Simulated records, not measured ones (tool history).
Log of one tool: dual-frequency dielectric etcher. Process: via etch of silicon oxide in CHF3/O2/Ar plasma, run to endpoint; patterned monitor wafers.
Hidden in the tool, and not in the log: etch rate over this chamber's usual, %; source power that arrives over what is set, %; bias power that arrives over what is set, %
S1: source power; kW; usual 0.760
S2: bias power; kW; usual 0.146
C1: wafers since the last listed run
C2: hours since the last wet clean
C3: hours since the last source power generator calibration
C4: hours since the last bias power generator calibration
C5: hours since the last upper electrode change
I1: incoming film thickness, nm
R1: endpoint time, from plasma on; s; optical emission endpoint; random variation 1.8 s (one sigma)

| run | hour | S1 | S2 | C1 | C2 | C3 | C4 | C5 | I1 | R1 |
|---|---|---|---|---|---|---|---|---|---|---|
| 1 | 0.0 | 0.760 | 0.162 | 0 | 479.2 | 1283.1 | 1092.9 | 2657.9 | 648.2 | 338.0 |
|  | 84.7 | wet clean of the chamber |
| 2 | 85.2 | 0.760 | 0.162 | 330 | 0.5 | 1368.3 | 1178.1 | 2743.1 | 647.7 | 344.4 |
| 3 | 175.9 | 0.760 | 0.162 | 489 | 91.2 | 1459.0 | 1268.8 | 2833.8 | 649.3 | 342.2 |
| 4 | 265.0 | 0.760 | 0.146 | 481 | 180.3 | 1548.1 | 1357.9 | 2922.9 | 644.4 | 356.9 |
| 5 | 351.2 | 0.760 | 0.146 | 465 | 266.5 | 1634.3 | 1444.1 | 3009.1 | 648.4 | 358.7 |
|  | 566.3 | wet clean of the chamber |
| 6 | 674.8 | 0.760 | 0.146 | 1617 | 108.5 | 1957.9 | 1767.7 | 3332.7 | 648.0 | 362.0 |
| 7 | 733.3 | 0.620 | 0.146 | 315 | 167.0 | 2016.4 | 1826.2 | 3391.2 | 650.1 | 380.3 |
|  | 776.1 | upper electrode replaced |
| 8 | 803.5 | 0.850 | 0.156 | 249 | 237.2 | 2086.6 | 1896.4 | 27.4 | 646.6 | 339.4 |
|  | 883.6 | bias power generator calibrated |
| 9 | 897.8 | 0.760 | 0.146 | 487 | 331.5 | 2180.9 | 14.2 | 121.7 | 642.2 | 355.1 |
| 10 | 982.2 | 0.760 | 0.146 | 455 | 415.9 | 2265.3 | 98.6 | 206.1 | 647.4 | 354.5 |
| 11 | 1042.3 | 0.760 | 0.146 | 324 | 476.0 | 2325.4 | 158.7 | 266.2 | 645.6 | 354.9 |
|  | 1163.9 | wet clean of the chamber |
| 12 | 1164.4 | 0.760 | 0.146 | 529 | 0.5 | 2447.5 | 280.8 | 388.3 | 647.4 | 358.8 |
| 13 | 1221.9 | 0.900 | 0.132 | 310 | 58.0 | 2505.0 | 338.3 | 445.8 | 652.8 | 366.1 |
| 14 | 1269.8 | 0.760 | 0.162 | 258 | 105.9 | 2552.9 | 386.2 | 493.7 | 647.7 | 342.9 |
| 15 | 1374.7 | 0.760 | 0.146 | 566 | 210.8 | 2657.8 | 491.1 | 598.6 | 646.4 | 354.8 |
|  | 1440.6 | source power generator calibrated |
| 16 | 1470.6 | 0.920 | 0.146 | 496 | 306.7 | 30.0 | 587.0 | 694.5 | 644.5 | 336.6 |
| 17 | 1543.1 | 0.760 | 0.119 | 391 | 379.2 | 102.5 | 659.5 | 767.0 | 646.6 | 389.4 |
| 18 | 1629.2 | 0.890 | 0.180 | 464 | 465.3 | 188.6 | 745.6 | 853.1 | 649.3 | 309.8 |
| 19 | 1694.0 | 0.620 | 0.146 | 349 | 530.1 | 253.4 | 810.4 | 917.9 | 647.2 | 367.6 |
|  | 1767.9 | wet clean of the chamber |
| 20 | 1768.4 | 0.760 | 0.146 | 272 | 0.5 | 327.8 | 884.8 | 992.3 | 639.4 | 355.9 |
| 21 | 1846.2 | 0.760 | 0.146 | 420 | 78.3 | 405.6 | 962.6 | 1070.1 | 644.7 | 360.8 |
| 22 | 1902.6 | 0.860 | 0.122 | 304 | 134.7 | 462.0 | 1019.0 | 1126.5 | 651.4 | 381.3 |
| 23 | 1997.9 | 0.850 | 0.131 | 514 | 230.0 | 557.3 | 1114.3 | 1221.8 | 643.9 | 360.7 |
| 24 | 2060.4 | 0.760 | 0.168 | 337 | 292.5 | 619.8 | 1176.8 | 1284.3 | 647.6 | 335.1 |
| 25 | 2146.4 | 0.900 | 0.176 | 464 | 378.5 | 705.8 | 1262.8 | 1370.3 | 647.6 | 311.1 |

Forecast each of these 3 alternatives for the next run:
| A | 2146.9 | 0.760 | 0.146 | 2 | 379.0 | 706.3 | 1263.3 | 1370.8 | 644.4 | ? |
| B | 2146.9 | 0.690 | 0.132 | 2 | 379.0 | 706.3 | 1263.3 | 1370.8 | 644.4 | ? |
| C | 2146.9 | 0.600 | 0.127 | 2 | 379.0 | 706.3 | 1263.3 | 1370.8 | 644.4 | ? |

| run | R1 |
|---|---|
| A | 354.9 |
| B | 380.1 |
| C | 399.1 |
Without the tool's hidden state the same runs would have given:
| run | R1 |
|---|---|
| A | 360.4 |
| B | 386.1 |
| C | 405.3 |

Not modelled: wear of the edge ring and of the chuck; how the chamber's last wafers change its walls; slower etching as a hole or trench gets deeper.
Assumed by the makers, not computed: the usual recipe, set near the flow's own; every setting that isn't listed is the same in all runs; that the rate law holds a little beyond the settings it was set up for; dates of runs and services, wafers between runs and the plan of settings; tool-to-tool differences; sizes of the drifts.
